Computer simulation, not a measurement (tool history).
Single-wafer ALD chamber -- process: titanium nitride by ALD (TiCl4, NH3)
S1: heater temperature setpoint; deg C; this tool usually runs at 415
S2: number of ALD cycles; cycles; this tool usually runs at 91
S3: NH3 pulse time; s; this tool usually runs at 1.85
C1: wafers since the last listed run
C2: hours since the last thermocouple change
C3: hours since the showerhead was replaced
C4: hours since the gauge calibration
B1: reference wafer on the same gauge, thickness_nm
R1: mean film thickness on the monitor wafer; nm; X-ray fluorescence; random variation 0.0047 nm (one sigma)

run,hour,S1,S2,S3,C1,C2,C3,C4,B1,R1
1,0.0,415,91,1.85,0,2479.2,5484.6,669.5,2.063,1.925
2,30.1,415,91,1.85,72,2509.3,5514.7,699.6,2.066,1.913
3,49.0,415,91,1.85,45,2528.2,5533.6,718.5,2.066,1.918
4,100.2,423,91,1.85,123,2579.4,5584.8,769.7,2.071,1.929
5,133.7,415,101,1.85,80,2612.9,5618.3,803.2,2.075,2.136
6,154.2,415,91,1.85,49,2633.4,5638.8,823.7,2.075,1.934
7,219.6,415,91,1.85,157,2698.8,5704.2,889.1,2.082,1.940
8,235.3,415,91,1.85,37,2714.5,5719.9,904.8,2.083,1.937
# hour 258.5: thermocouple changed; heater temperature recalibrated
9,264.6,415,87,1.85,51,6.1,5749.2,934.1,2.085,1.857
10,276.7,410,91,2.21,29,18.2,5761.3,946.2,2.085,1.956
11,306.3,410,91,2.21,71,47.8,5790.9,975.8,2.089,1.951
12,326.0,415,91,1.85,47,67.5,5810.6,995.5,2.091,1.940
13,356.9,415,91,1.85,74,98.4,5841.5,1026.4,2.094,1.951
14,400.4,415,80,1.32,104,141.9,5885.0,1069.9,2.098,1.674
15,420.3,415,80,1.32,47,161.8,5904.9,1089.8,2.101,1.678
# hour 447.6: gauge calibrated
16,490.8,415,91,2.00,169,232.3,5975.4,43.2,2.034,1.894
17,524.9,415,108,2.44,82,266.4,6009.5,77.3,2.034,2.266
18,552.3,415,91,1.85,65,293.8,6036.9,104.7,2.035,1.887
19,576.0,415,91,1.85,57,317.5,6060.6,128.4,2.035,1.885
20,610.2,415,91,1.85,82,351.7,6094.8,162.6,2.036,1.893
21,630.6,415,91,1.85,49,372.1,6115.2,183.0,2.036,1.890
22,653.6,420,77,1.12,55,395.1,6138.2,206.0,2.037,1.542
23,679.3,415,91,1.63,61,420.8,6163.9,231.7,2.037,1.879
24,715.1,429,102,2.53,86,456.6,6199.7,267.5,2.039,2.156
25,734.2,415,91,1.85,45,475.7,6218.8,286.6,2.039,1.900
# hour 765.8: showerhead replaced
26,766.3,415,85,1.85,58,507.8,0.5,318.7,2.039,1.772
27,794.0,401,103,1.62,66,535.5,28.2,346.4,2.041,2.122
28,811.4,402,79,1.85,41,552.9,45.6,363.8,2.041,1.637
29,834.0,415,91,2.36,54,575.5,68.2,386.4,2.042,1.917
30,862.9,404,105,2.25,69,604.4,97.1,415.3,2.043,2.209
31,886.9,403,91,1.27,57,628.4,121.1,439.3,2.044,1.833
32,906.1,415,91,1.85,46,647.6,140.3,458.5,2.045,1.903
33,938.1,415,91,1.85,77,679.6,172.3,490.5,2.048,1.900
34,952.4,415,73,1.85,34,693.9,186.6,504.8,2.048,1.529
35,967.6,404,73,1.37,36,709.1,201.8,520.0,2.047,1.485
36,1002.3,410,91,1.85,83,743.8,236.5,554.7,2.051,1.908
37,1035.5,415,91,1.85,79,777.0,269.7,587.9,2.052,1.905
38,1048.5,415,83,2.46,31,790.0,282.7,600.9,2.053,1.762
39,1077.8,403,85,1.85,70,819.3,312.0,630.2,2.056,1.772
40,1092.7,425,91,1.85,35,834.2,326.9,645.1,2.056,1.917
41,1164.3,430,91,1.85,172,905.8,398.5,716.7,2.061,1.918

Describe how what the log doesn't record of the tool's condition differs between the last listed run preceding each entry between runs and the first listed run following it.
Runs 8 to 9: thermocouple changed; heater temperature recalibrated (hour 258.5)
  gauge reads high (%): 2.07 -> 2.2
  what was measured, less what the result would be without the hidden state, R1: +0.039 -> +0.040 nm
Runs 15 to 16: gauge calibrated (hour 447.6)
  gauge reads high (%): 2.96 -> -0.245
  what was measured, less what the result would be without the hidden state, R1: +0.049 -> -0.005 nm
Runs 25 to 26: showerhead replaced (hour 765.8)
  gauge reads high (%): -0.0509 -> -0.0039
  what was measured, less what the result would be without the hidden state, R1: -0.001 -> +0.000 nm
